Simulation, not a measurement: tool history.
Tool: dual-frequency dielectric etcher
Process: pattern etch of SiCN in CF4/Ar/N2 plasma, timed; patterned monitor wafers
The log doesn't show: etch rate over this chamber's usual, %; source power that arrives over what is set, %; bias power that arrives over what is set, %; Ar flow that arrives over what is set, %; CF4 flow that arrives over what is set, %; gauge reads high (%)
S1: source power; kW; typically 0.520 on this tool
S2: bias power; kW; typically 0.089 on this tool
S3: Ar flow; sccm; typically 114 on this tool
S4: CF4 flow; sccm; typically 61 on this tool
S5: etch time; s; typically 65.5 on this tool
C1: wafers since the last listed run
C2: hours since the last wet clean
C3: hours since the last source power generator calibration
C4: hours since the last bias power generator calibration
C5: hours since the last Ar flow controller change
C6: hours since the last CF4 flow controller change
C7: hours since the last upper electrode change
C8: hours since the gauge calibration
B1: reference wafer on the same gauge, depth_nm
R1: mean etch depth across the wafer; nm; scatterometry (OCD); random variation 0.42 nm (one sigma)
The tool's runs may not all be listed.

| run | day | S1 | S2 | S3 | S4 | S5 | C1 | C2 | C3 | C4 | C5 | C6 | C7 | C8 | B1 | R1 |
|---|---|---|---|---|---|---|---|---|---|---|---|---|---|---|---|---|
| 1 | 0.000 | 0.520 | 0.089 | 114 | 61 | 65.5 | 0 | 121.9 | 4254.8 | 3736.2 | 2902.6 | 3835.5 | 1631.2 | 453.4 | 56.8 | 62.3 |
| 2 | 0.821 | 0.590 | 0.089 | 114 | 61 | 55.5 | 122 | 141.6 | 4274.5 | 3755.9 | 2922.3 | 3855.2 | 1650.9 | 473.1 | 56.9 | 60.1 |
|  | 2.100 | Ar flow controller replaced |
| 3 | 2.167 | 0.590 | 0.089 | 114 | 61 | 55.5 | 163 | 173.9 | 4306.8 | 3788.2 | 1.6 | 3887.5 | 1683.2 | 505.4 | 57.0 | 60.5 |
| 4 | 2.812 | 0.520 | 0.089 | 105 | 61 | 50.0 | 96 | 189.4 | 4322.3 | 3803.7 | 17.1 | 3903.0 | 1698.7 | 520.9 | 57.0 | 48.5 |
| 5 | 4.242 | 0.520 | 0.089 | 105 | 61 | 50.0 | 213 | 223.7 | 4356.6 | 3838.0 | 51.4 | 3937.3 | 1733.0 | 555.2 | 56.9 | 48.7 |
| 6 | 5.012 | 0.520 | 0.089 | 114 | 61 | 65.5 | 115 | 242.2 | 4375.1 | 3856.5 | 69.9 | 3955.8 | 1751.5 | 573.7 | 57.0 | 62.4 |
| 7 | 6.154 | 0.520 | 0.089 | 114 | 61 | 65.5 | 170 | 269.6 | 4402.5 | 3883.9 | 97.3 | 3983.2 | 1778.9 | 601.1 | 57.0 | 62.9 |
| 8 | 7.446 | 0.610 | 0.089 | 114 | 61 | 65.5 | 193 | 300.6 | 4433.5 | 3914.9 | 128.3 | 4014.2 | 1809.9 | 632.1 | 56.9 | 71.1 |
|  | 8.350 | bias power generator calibrated |
|  | 9.154 | upper electrode replaced |
|  | 9.292 | source power generator calibrated |
| 9 | 9.312 | 0.520 | 0.089 | 114 | 71 | 65.5 | 113 | 345.4 | 0.5 | 23.1 | 173.1 | 4059.0 | 3.8 | 676.9 | 56.9 | 63.6 |
| 10 | 9.883 | 0.490 | 0.089 | 142 | 61 | 65.5 | 85 | 359.1 | 14.2 | 36.8 | 186.8 | 4072.7 | 17.5 | 690.6 | 56.9 | 58.0 |
| 11 | 10.992 | 0.520 | 0.089 | 114 | 61 | 65.5 | 165 | 385.7 | 40.8 | 63.4 | 213.4 | 4099.3 | 44.1 | 717.2 | 57.0 | 61.8 |
| 12 | 11.608 | 0.640 | 0.089 | 114 | 71 | 65.5 | 92 | 400.5 | 55.6 | 78.2 | 228.2 | 4114.1 | 58.9 | 732.0 | 56.8 | 75.8 |
|  | 12.888 | CF4 flow controller replaced |
| 13 | 13.012 | 0.520 | 0.089 | 114 | 61 | 65.5 | 172 | 434.2 | 89.3 | 111.9 | 261.9 | 3.0 | 92.6 | 765.7 | 57.0 | 61.8 |
| 14 | 13.883 | 0.520 | 0.107 | 114 | 73 | 65.5 | 130 | 455.1 | 110.2 | 132.8 | 282.8 | 23.9 | 113.5 | 786.6 | 57.0 | 69.3 |
|  | 14.921 | wet clean of the chamber |
| 15 | 14.942 | 0.520 | 0.083 | 122 | 61 | 65.5 | 8 | 0.5 | 135.6 | 158.2 | 308.2 | 49.3 | 138.9 | 812.0 | 56.9 | 62.8 |
|  | 15.038 | gauge calibrated |
| 16 | 15.683 | 0.520 | 0.089 | 114 | 61 | 65.5 | 110 | 18.3 | 153.4 | 176.0 | 326.0 | 67.1 | 156.7 | 15.5 | 57.0 | 63.8 |
| 17 | 16.971 | 0.520 | 0.089 | 114 | 61 | 65.5 | 192 | 49.2 | 184.3 | 206.9 | 356.9 | 98.0 | 187.6 | 46.4 | 56.9 | 63.0 |
| 18 | 17.592 | 0.520 | 0.079 | 114 | 61 | 65.5 | 92 | 64.1 | 199.2 | 221.8 | 371.8 | 112.9 | 202.5 | 61.3 | 57.1 | 61.1 |
| 19 | 19.046 | 0.520 | 0.068 | 92 | 57 | 65.5 | 217 | 99.0 | 234.1 | 256.7 | 406.7 | 147.8 | 237.4 | 96.2 | 56.9 | 57.0 |
| 20 | 20.362 | 0.600 | 0.089 | 136 | 56 | 46.0 | 196 | 130.6 | 265.7 | 288.3 | 438.3 | 179.4 | 269.0 | 127.8 | 56.7 | 49.4 |
| 21 | 21.721 | 0.520 | 0.089 | 114 | 49 | 53.0 | 203 | 163.2 | 298.3 | 320.9 | 470.9 | 212.0 | 301.6 | 160.4 | 57.0 | 49.5 |

Each row is a separate what-if for the run after 21, all from the same tool condition, not one after another. Results?
| A | 21.738 | 0.420 | 0.089 | 114 | 61 | 65.5 | 2 | 163.6 | 298.7 | 321.3 | 471.3 | 212.4 | 302.0 | 160.8 | ? | ? |
| B | 21.738 | 0.520 | 0.096 | 114 | 52 | 65.5 | 2 | 163.6 | 298.7 | 321.3 | 471.3 | 212.4 | 302.0 | 160.8 | ? | ? |
| C | 21.738 | 0.520 | 0.089 | 141 | 61 | 65.5 | 2 | 163.6 | 298.7 | 321.3 | 471.3 | 212.4 | 302.0 | 160.8 | ? | ? |
| D | 21.738 | 0.610 | 0.089 | 107 | 47 | 57.0 | 2 | 163.6 | 298.7 | 321.3 | 471.3 | 212.4 | 302.0 | 160.8 | ? | ? |

| run | B1 | R1 |
|---|---|---|
| A | 56.9 | 52.8 |
| B | 56.9 | 64.2 |
| C | 56.9 | 62.6 |
| D | 56.9 | 61.4 |
With the hidden condition removed and each run's random variation left untouched, the same runs would have given:
| run | R1 |
|---|---|
| A | 53.2 |
| B | 64.6 |
| C | 63.1 |
| D | 61.8 |

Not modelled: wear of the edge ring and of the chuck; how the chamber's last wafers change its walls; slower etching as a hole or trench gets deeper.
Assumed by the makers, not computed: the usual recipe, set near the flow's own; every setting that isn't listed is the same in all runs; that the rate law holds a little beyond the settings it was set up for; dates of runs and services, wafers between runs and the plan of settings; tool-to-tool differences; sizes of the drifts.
